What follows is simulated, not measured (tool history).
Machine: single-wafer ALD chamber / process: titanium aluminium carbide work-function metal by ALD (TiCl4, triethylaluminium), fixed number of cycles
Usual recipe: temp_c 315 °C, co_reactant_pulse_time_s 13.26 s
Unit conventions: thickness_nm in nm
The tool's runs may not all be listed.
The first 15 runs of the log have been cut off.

run	day	temp_c	co_reactant_pulse_time_s	wafers since the last listed run	hours since the last thermocouple change	hours since the last triethylaluminium bottle change	hours since the showerhead was replaced	hours since the gauge calibration	read-back reference wafer on the same gauge, thickness_nm	thickness_nm
16	8.304	306	17.58	90	1927.1	130.3	114.6	110.4	2.511	2.058
# day 8.700: thermocouple changed; heater temperature recalibrated
17	8.738	315	16.01	14	0.9	140.7	125.0	120.8	2.514	2.100
18	9.371	325	10.94	91	16.1	155.9	140.2	136.0	2.510	2.138
19	9.942	315	13.26	82	29.8	169.6	153.9	149.7	2.513	2.096
20	10.388	308	15.80	64	40.5	180.3	164.6	160.4	2.514	2.055
21	10.817	327	16.78	61	50.8	190.6	174.9	170.7	2.513	2.200
22	11.488	322	9.88	96	66.9	206.7	191.0	186.8	2.507	2.133
23	11.754	315	13.26	38	73.3	213.1	197.4	193.2	2.504	2.088
24	12.033	315	10.32	40	80.0	219.8	204.1	199.9	2.517	2.078
25	12.333	304	17.49	43	87.2	227.0	211.3	207.1	2.505	2.043
26	12.908	321	15.04	82	101.0	240.8	225.1	220.9	2.511	2.152
27	13.479	322	10.19	82	114.7	254.5	238.8	234.6	2.513	2.127
28	13.758	310	16.84	40	121.4	261.2	245.5	241.3	2.512	2.083
29	14.058	323	8.57	43	128.6	268.4	252.7	248.5	2.510	2.111
30	15.029	305	13.26	139	151.9	291.7	276.0	271.8	2.502	2.026
31	15.346	328	13.26	45	159.5	299.3	283.6	279.4	2.513	2.195
32	15.692	306	13.26	49	167.8	307.6	291.9	287.7	2.507	2.035
# day 15.950: gauge calibrated
33	15.950	305	18.23	37	174.0	313.8	298.1	0.0	2.507	2.018
34	16.567	325	13.26	88	188.8	328.6	312.9	14.8	2.508	2.150

Alternative continuations, all from the tool just after run 34; predict every row:
A	16.583	321	13.26	2	189.2	329.0	313.3	15.2	?	?
B	16.583	302	16.21	2	189.2	329.0	313.3	15.2	?	?
C	16.583	327	13.26	2	189.2	329.0	313.3	15.2	?	?

run	read-back reference wafer on the same gauge, thickness_nm	thickness_nm
A	2.509	2.150
B	2.509	2.020
C	2.509	2.196
With no hidden state in the tool, these same runs would have given:
run	thickness_nm
A	2.167
B	2.030
C	2.213
